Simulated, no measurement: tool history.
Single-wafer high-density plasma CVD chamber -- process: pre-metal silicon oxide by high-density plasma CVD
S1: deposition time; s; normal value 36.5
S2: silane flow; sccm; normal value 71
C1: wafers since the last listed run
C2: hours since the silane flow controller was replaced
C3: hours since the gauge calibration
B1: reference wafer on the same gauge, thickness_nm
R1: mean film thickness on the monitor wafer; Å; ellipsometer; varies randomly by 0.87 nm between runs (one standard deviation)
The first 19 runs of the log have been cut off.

| run | hour | S1 | S2 | C1 | C2 | C3 | B1 | R1 |
|---|---|---|---|---|---|---|---|---|
| 20 | 1299.5 | 36.5 | 71 | 2606 | 384.4 | 1946.5 | 281.608 | 2756.04 |
| 21 | 1365.7 | 33.1 | 63 | 2310 | 450.6 | 2012.7 | 281.358 | 2243.12 |
| 22 | 1436.9 | 36.5 | 71 | 2484 | 521.8 | 2083.9 | 280.919 | 2760.22 |
| 23 | 1498.6 | 36.5 | 71 | 2153 | 583.5 | 2145.6 | 280.933 | 2747.93 |
| 24 | 1549.9 | 36.5 | 59 | 1790 | 634.8 | 2196.9 | 280.774 | 2375.58 |
| 25 | 1593.9 | 36.5 | 71 | 1535 | 678.8 | 2240.9 | 281.157 | 2748.18 |
| 26 | 1641.5 | 36.5 | 71 | 1661 | 726.4 | 2288.5 | 281.626 | 2746.35 |
|  | 1664.3 | gauge calibrated |
| 27 | 1717.7 | 43.3 | 62 | 2659 | 802.6 | 53.4 | 281.094 | 2911.01 |
| 28 | 1772.8 | 41.1 | 71 | 1922 | 857.7 | 108.5 | 280.988 | 3085.71 |
| 29 | 1849.6 | 32.8 | 83 | 2680 | 934.5 | 185.3 | 280.523 | 2822.30 |
| 30 | 1927.7 | 43.3 | 80 | 2725 | 1012.6 | 263.4 | 281.256 | 3619.10 |
| 31 | 2003.0 | 36.5 | 71 | 2627 | 1087.9 | 338.7 | 280.823 | 2729.29 |
| 32 | 2042.0 | 36.5 | 71 | 1360 | 1126.9 | 377.7 | 281.558 | 2738.53 |
| 33 | 2083.1 | 33.5 | 60 | 1434 | 1168.0 | 418.8 | 281.395 | 2202.25 |
| 34 | 2281.3 | 36.5 | 64 | 6916 | 1366.2 | 617.0 | 281.178 | 2521.92 |
| 35 | 2330.0 | 32.9 | 77 | 1699 | 1414.9 | 665.7 | 280.546 | 2658.97 |
| 36 | 2410.7 | 36.5 | 63 | 2816 | 1495.6 | 746.4 | 281.327 | 2498.82 |
| 37 | 2513.6 | 31.9 | 58 | 3590 | 1598.5 | 849.3 | 281.243 | 2039.05 |
| 38 | 2619.6 | 41.3 | 62 | 3699 | 1704.5 | 955.3 | 280.873 | 2779.70 |
| 39 | 2710.7 | 30.7 | 61 | 3179 | 1795.6 | 1046.4 | 280.863 | 2034.08 |
| 40 | 2765.1 | 30.4 | 79 | 1898 | 1850.0 | 1100.8 | 281.184 | 2492.44 |

Branching from run 40: 3 alternative next runs. What would each branch give?
| A | 2765.5 | 36.5 | 62 | 13 | 1850.4 | 1101.2 | ? | ? |
| B | 2765.5 | 36.5 | 66 | 13 | 1850.4 | 1101.2 | ? | ? |
| C | 2765.5 | 33.0 | 59 | 13 | 1850.4 | 1101.2 | ? | ? |

| run | B1 | R1 |
|---|---|---|
| A | 280.912 | 2458.16 |
| B | 280.912 | 2586.94 |
| C | 280.912 | 2135.12 |
With no hidden state in the tool, these same runs would have given:
| run | R1 |
|---|---|
| A | 2458.16 |
| B | 2586.94 |
| C | 2135.12 |

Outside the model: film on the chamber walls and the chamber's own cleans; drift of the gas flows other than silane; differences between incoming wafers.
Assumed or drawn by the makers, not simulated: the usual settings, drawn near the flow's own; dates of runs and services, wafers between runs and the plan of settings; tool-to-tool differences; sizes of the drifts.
